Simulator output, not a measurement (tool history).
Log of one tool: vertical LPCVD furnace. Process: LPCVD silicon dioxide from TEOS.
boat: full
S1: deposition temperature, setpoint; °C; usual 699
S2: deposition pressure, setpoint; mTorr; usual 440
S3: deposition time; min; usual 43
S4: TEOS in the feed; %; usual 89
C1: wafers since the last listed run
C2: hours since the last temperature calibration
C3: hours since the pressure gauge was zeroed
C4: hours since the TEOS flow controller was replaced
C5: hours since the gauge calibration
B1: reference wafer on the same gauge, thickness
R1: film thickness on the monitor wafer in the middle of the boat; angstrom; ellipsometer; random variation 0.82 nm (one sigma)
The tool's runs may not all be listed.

Run 1, hour 0: usual settings but S1 691 °C, S2 470 mTorr; C1 0; C2 1201.3; C3 2424.4; C4 3104.9; C5 21.5; B1 466.99. Result: R1 3358.4 angstrom.
Run 2, hour 37.4: usual settings; C1 714; C2 1238.7; C3 2461.8; C4 3142.3; C5 58.9; B1 466.48. Result: R1 3936.7 angstrom.
Run 3, hour 101.9: usual settings; C1 1233; C2 1303.2; C3 2526.3; C4 3206.8; C5 123.4; B1 465.91. Result: R1 3919.3 angstrom.
Run 4, hour 168.6: usual settings but S3 36 min; C1 1275; C2 1369.9; C3 2593; C4 3273.5; C5 190.1; B1 464.82. Result: R1 3267.9 angstrom.
Run 5, hour 230.6: usual settings but S3 36 min; C1 1185; C2 1431.9; C3 2655; C4 3335.5; C5 252.1; B1 464.82. Result: R1 3267.2 angstrom.
Run 6, hour 257.5: usual settings; C1 514; C2 1458.8; C3 2681.9; C4 3362.4; C5 279; B1 463.88. Result: R1 3908 angstrom.
Run 7, hour 286.1: usual settings; C1 546; C2 1487.4; C3 2710.5; C4 3391; C5 307.6; B1 463.99. Result: R1 3899.3 angstrom.
Run 8, hour 330.4: usual settings; C1 846; C2 1531.7; C3 2754.8; C4 3435.3; C5 351.9; B1 463.35. Result: R1 3907.9 angstrom.
Run 9, hour 360.1: usual settings; C1 567; C2 1561.4; C3 2784.5; C4 3465; C5 381.6; B1 462.36. Result: R1 3898.5 angstrom.
Run 10, hour 427.2: usual settings; C1 1282; C2 1628.5; C3 2851.6; C4 3532.1; C5 448.7; B1 462.16. Result: R1 3873.7 angstrom.
Run 11, hour 464.8: usual settings; C1 718; C2 1666.1; C3 2889.2; C4 3569.7; C5 486.3; B1 461.72. Result: R1 3892.9 angstrom.
At hour 478.7: gauge calibrated.
At hour 532.4: TEOS flow controller replaced.
Run 12, hour 532.9: usual settings but S3 28 min; C1 843; C2 1734.2; C3 2957.3; C4 0.5; C5 54.2; B1 466.47. Result: R1 2549 angstrom.
Run 13, hour 543: usual settings but S1 694 °C; C1 193; C2 1744.3; C3 2967.4; C4 10.6; C5 64.3; B1 466.1. Result: R1 3480.5 angstrom.
At hour 574.5: thermocouples replaced and temperature profile calibrated.
Run 14, hour 575: usual settings but S2 400 mTorr, S4 81 %; C1 152; C2 0.5; C3 2999.4; C4 42.6; C5 96.3; B1 464.94. Result: R1 3568.4 angstrom.
Run 15, hour 611.7: usual settings but S3 34.5 min; C1 701; C2 37.2; C3 3036.1; C4 79.3; C5 133; B1 465.03. Result: R1 3140.6 angstrom.
At hour 649.7: pressure gauge zeroed.
Run 16, hour 650.2: usual settings; C1 277; C2 75.7; C3 0.5; C4 117.8; C5 171.5; B1 464.77. Result: R1 3901.1 angstrom.
Run 17, hour 703.6: usual settings but S1 708 °C, S3 33 min; C1 1020; C2 129.1; C3 53.9; C4 171.2; C5 224.9; B1 463.61. Result: R1 3696.3 angstrom.
Run 18, hour 738.8: usual settings; C1 672; C2 164.3; C3 89.1; C4 206.4; C5 260.1; B1 463.44. Result: R1 3905.9 angstrom.
Run 19, hour 798: usual settings; C1 1131; C2 223.5; C3 148.3; C4 265.6; C5 319.3; B1 463.69. Result: R1 3889.8 angstrom.
Run 20, hour 858.5: usual settings but S1 696 °C, S2 380 mTorr, S3 57 min, S4 97 %; C1 1156; C2 284; C3 208.8; C4 326.1; C5 379.8; B1 462.43. Result: R1 4669.9 angstrom.
Run 21, hour 890.2: usual settings but S1 710 °C, S2 540 mTorr, S4 97 %; C1 606; C2 315.7; C3 240.5; C4 357.8; C5 411.5; B1 461.76. Result: R1 5786.8 angstrom.
Run 22, hour 922.9: usual settings but S2 520 mTorr, S3 56.5 min; C1 625; C2 348.4; C3 273.2; C4 390.5; C5 444.2; B1 461.55. Result: R1 5566.5 angstrom.
Run 23, hour 990.6: usual settings but S1 707 °C, S2 385 mTorr, S4 97 %; C1 1294; C2 416.1; C3 340.9; C4 458.2; C5 511.9; B1 461.04. Result: R1 4545.7 angstrom.

Hidden state at the last listed run before each entry between runs and at the first one after, where it differs:
Between runs 11 and 12: gauge calibrated (hour 478.7); TEOS flow controller replaced (hour 532.4)
  gauge reads high (%): -1.13 -> -0.236
  measured less the result without the state, R1: -44.5 -> -6.1 angstrom
Between runs 13 and 14: thermocouples replaced and temperature profile calibrated (hour 574.5)
  gauge reads high (%): -0.26 -> -0.335
  measured less the result without the state, R1: -9 -> -12 angstrom
Between runs 15 and 16: pressure gauge zeroed (hour 649.7)
  gauge reads high (%): -0.422 -> -0.513
  measured less the result without the state, R1: -13.3 -> -20.2 angstrom
